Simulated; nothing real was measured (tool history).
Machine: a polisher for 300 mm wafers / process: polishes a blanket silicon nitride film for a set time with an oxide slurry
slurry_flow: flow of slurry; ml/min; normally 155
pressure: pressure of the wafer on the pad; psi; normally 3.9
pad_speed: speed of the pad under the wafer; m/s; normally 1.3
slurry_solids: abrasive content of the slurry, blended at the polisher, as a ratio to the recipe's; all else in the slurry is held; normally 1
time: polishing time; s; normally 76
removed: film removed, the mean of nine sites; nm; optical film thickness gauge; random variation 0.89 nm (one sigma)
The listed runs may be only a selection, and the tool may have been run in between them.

| run | hour | slurry_flow | pressure | pad_speed | slurry_solids | time | incoming thickness of the incoming film, nm | removed |
|---|---|---|---|---|---|---|---|---|
| 1 | 0 | 155 | 3.9 | 1.46 | 1 | 76 | 579.8 | 66 |
| 2 | 81.6 | 155 | 3.9 | 1.3 | 1 | 76 | 576.7 | 59 |
| 3 | 172.8 | 155 | 3.9 | 1.3 | 1 | 76 | 581.8 | 55.4 |
|  | 197.2 | conditioning disc replaced and pad reconditioned |
| 4 | 230.6 | 155 | 3.9 | 1.3 | 0.85 | 76 | 577.9 | 52.2 |
|  | 333.9 | head pressure recalibrated |
| 5 | 381.5 | 195 | 3.9 | 1.3 | 1 | 76 | 571.4 | 54.3 |
|  | 416.4 | slurry blender recalibrated |
| 6 | 457.2 | 155 | 3.3 | 0.9 | 1 | 76 | 585.1 | 38.9 |
| 7 | 515.4 | 155 | 5.2 | 1.3 | 0.9 | 76 | 583.3 | 75.7 |
| 8 | 687.4 | 155 | 3.9 | 1.46 | 1 | 76 | 575.1 | 62.5 |
|  | 700.8 | worn pad replaced by a new one |
|  | 716.8 | slurry nozzle cleaned |
| 9 | 741.3 | 155 | 3.9 | 1.02 | 1 | 76 | 572.5 | 54.2 |
| 10 | 833.3 | 155 | 5.2 | 1.3 | 1 | 76 | 584.3 | 85.4 |
| 11 | 895.1 | 155 | 3.9 | 1 | 0.7 | 76 | 584.9 | 45.3 |
| 12 | 952.1 | 155 | 5.2 | 1.3 | 1.2 | 76 | 586.4 | 86.7 |
| 13 | 991.9 | 110 | 3.9 | 0.9 | 1 | 86 | 580.3 | 46.4 |
| 14 | 1033.4 | 155 | 5.1 | 1.3 | 0.9 | 76 | 575.7 | 72 |
|  | 1063.6 | conditioning disc replaced and pad reconditioned |
|  | 1064.1 | head pressure recalibrated |
| 15 | 1129.9 | 155 | 4.5 | 1.7 | 1.25 | 49 | 581.9 | 54.4 |
|  | 1195.2 | slurry blender recalibrated |
| 16 | 1196.4 | 190 | 3.9 | 1.3 | 1 | 65 | 586.3 | 54.1 |
| 17 | 1278.5 | 155 | 3.9 | 1.3 | 1 | 76 | 585.7 | 60 |
| 18 | 1451.9 | 155 | 4.3 | 1.3 | 0.9 | 60 | 579.1 | 49.1 |
|  | 1493.9 | worn pad replaced by a new one |
| 19 | 1553.1 | 155 | 4.6 | 1.3 | 0.75 | 88 | 586 | 69.2 |
| 20 | 1613.9 | 155 | 3.9 | 1.3 | 1 | 76 | 578.3 | 54.8 |
|  | 1682.5 | slurry nozzle cleaned |
| 21 | 1702.6 | 135 | 3.9 | 1.3 | 1.2 | 76 | 584.2 | 66.5 |
|  | 1761.9 | conditioning disc replaced and pad reconditioned |
| 22 | 1768.1 | 155 | 3.9 | 1.3 | 1 | 76 | 592.3 | 61 |
| 23 | 1817.3 | 180 | 3.9 | 1.3 | 1 | 76 | 576.4 | 62.8 |
|  | 1884 | slurry blender recalibrated |
| 24 | 1925.8 | 155 | 2.6 | 1.3 | 0.9 | 76 | 586.8 | 40.3 |
|  | 1934.9 | head pressure recalibrated |
| 25 | 1963 | 105 | 3.1 | 1.04 | 1 | 100 | 578.1 | 48.7 |
| 26 | 2065.5 | 140 | 3.9 | 1.02 | 1.15 | 56 | 581.7 | 38.3 |

3 ways to go on from here, each from the tool as it stands after run 26. What would each give?
| A | 2066 | 155 | 3.9 | 1.3 | 1 | 76 | 571 | ? |
| B | 2066 | 175 | 3.9 | 0.88 | 1 | 76 | 571 | ? |
| C | 2066 | 115 | 5.1 | 1.62 | 1 | 76 | 571 | ? |

| run | removed |
|---|---|
| A | 60 |
| B | 47.1 |
| C | 83.6 |
Take away the tool's hidden state, keep each run's random variation, and the runs would have read:
| run | removed |
|---|---|
| A | 67.1 |
| B | 52.1 |
| C | 96.5 |

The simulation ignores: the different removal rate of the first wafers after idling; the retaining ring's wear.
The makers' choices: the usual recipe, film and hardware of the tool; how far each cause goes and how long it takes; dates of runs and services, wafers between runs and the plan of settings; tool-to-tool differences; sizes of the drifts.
